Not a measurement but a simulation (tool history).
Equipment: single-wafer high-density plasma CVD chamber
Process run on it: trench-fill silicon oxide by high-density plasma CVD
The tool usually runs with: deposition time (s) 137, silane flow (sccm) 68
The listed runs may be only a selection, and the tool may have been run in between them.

run,day,deposition time (s),silane flow (sccm),"read-back reference wafer on the same gauge, thickness_nm",mean film thickness on the monitor wafer (angstrom)
1,0.000,137,58,922.084,7572.29
2,2.138,137,58,922.174,7577.74
3,4.558,137,68,921.889,8851.33
4,6.742,137,68,922.394,8828.66
5,9.192,137,64,921.176,8352.85
6,11.117,137,68,921.574,8844.81
7,12.358,137,68,922.319,8852.09
# day 12.412: gauge calibrated
8,13.854,137,68,921.900,8814.93

Forecast run 9:
9,15.962,137,68,?,?

Run 9 came out at read-back reference wafer on the same gauge, thickness_nm 922.061, mean film thickness on the monitor wafer (angstrom) 8852.90.
With the hidden condition absent and the run-to-run variation left alone, this run would have shown mean film thickness on the monitor wafer (angstrom) 8390.77.

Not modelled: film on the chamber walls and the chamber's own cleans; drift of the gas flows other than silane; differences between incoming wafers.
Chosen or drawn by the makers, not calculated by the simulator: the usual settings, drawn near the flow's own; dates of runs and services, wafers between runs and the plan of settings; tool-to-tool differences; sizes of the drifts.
